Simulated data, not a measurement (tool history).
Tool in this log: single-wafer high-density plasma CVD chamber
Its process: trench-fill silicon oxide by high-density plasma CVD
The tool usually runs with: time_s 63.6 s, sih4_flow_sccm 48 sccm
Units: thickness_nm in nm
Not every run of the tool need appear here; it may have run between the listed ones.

run    hour  time_s  sih4_flow_sccm  wafers since the last listed run  hours since the silane flow controller was replaced  hours since the gauge calibration  read-back reference wafer on the same gauge, thickness_nm  thickness_nm
  1       0    63.6              48                                 0                                               2631.2                              528.7                                                    294.365       350.027
  2    58.6    63.6              48                              1110                                               2689.8                              587.3                                                    293.837       350.435
  3      94    59.3              48                               670                                               2725.2                              622.7                                                    293.828       326.616
  4   268.3    63.6              48                              3303                                               2899.5                                797                                                    294.175       351.454
  5   324.1    63.6              48                              1057                                               2955.3                              852.8                                                    294.106       352.302
  6   348.6    63.6              48                               464                                               2979.8                              877.3                                                    293.749         350.5
  7   374.4    63.6              48                               488                                               3005.6                              903.1                                                    294.185       351.297
  8   411.3    63.6              48                               699                                               3042.5                                940                                                    293.959        349.45
  9   435.9    63.6              48                               466                                               3067.1                              964.6                                                     293.84       350.865
      453.4  -- silane flow controller replaced
 10   494.9    63.6              48                               966                                                 41.5                             1023.6                                                    293.882       350.449
 11   551.2    63.6              45                              1067                                                 97.8                             1079.9                                                    293.802       333.289
 12   587.3    63.6              45                               684                                                133.9                               1116                                                    293.918        332.05
 13   628.7    68.6              48                               784                                                175.3                             1157.4                                                    293.694       376.676
      670.4  -- gauge calibrated
 14   683.8      67              43                              1044                                                230.4                               13.4                                                    293.858       336.591
 15   712.8    63.6              48                               549                                                259.4                               42.4                                                    294.308       350.097
 16   761.1    54.2              41                               915                                                307.7                               90.7                                                    293.799       264.937
 17   787.7    63.6              43                               504                                                334.3                              117.3                                                    293.751       320.859
 18   858.5    76.1              56                              1341                                                405.1                              188.1                                                    294.434       475.983
 19   927.5    58.2              56                              1307                                                474.1                              257.1                                                    294.266       360.833
 20   997.2    73.8              42                              1321                                                543.8                              326.8                                                    293.881       366.831
 21  1026.2    52.8              45                               549                                                572.8                              355.8                                                    294.183       277.213
 22  1066.6    63.6              48                               765                                                613.2                              396.2                                                    293.941       351.664
 23  1111.3    63.6              48                               847                                                657.9                              440.9                                                    294.513       350.846
 24  1147.4    74.7              48                               684                                                  694                                477                                                    293.651       411.794
 25  1202.1    63.6              48                              1036                                                748.7                              531.7                                                    294.211       350.368
 26  1267.7    74.3              48                              1243                                                814.3                              597.3                                                     293.87       409.549
 27  1302.3    59.9              50                               655                                                848.9                              631.9                                                    293.855       340.506
 28  1401.4      54              54                              1878                                                  948                                731                                                    294.441       326.781
 29  1444.8    63.6              48                               822                                                991.4                              774.4                                                    293.948       350.077
 30  1497.3      53              57                               995                                               1043.9                              826.9                                                    294.171        335.86

Run-by-run hidden state of the tool:
delivered silane flow above the setpoint (%): 0 at every run
gauge reads high (%): 0 at every run
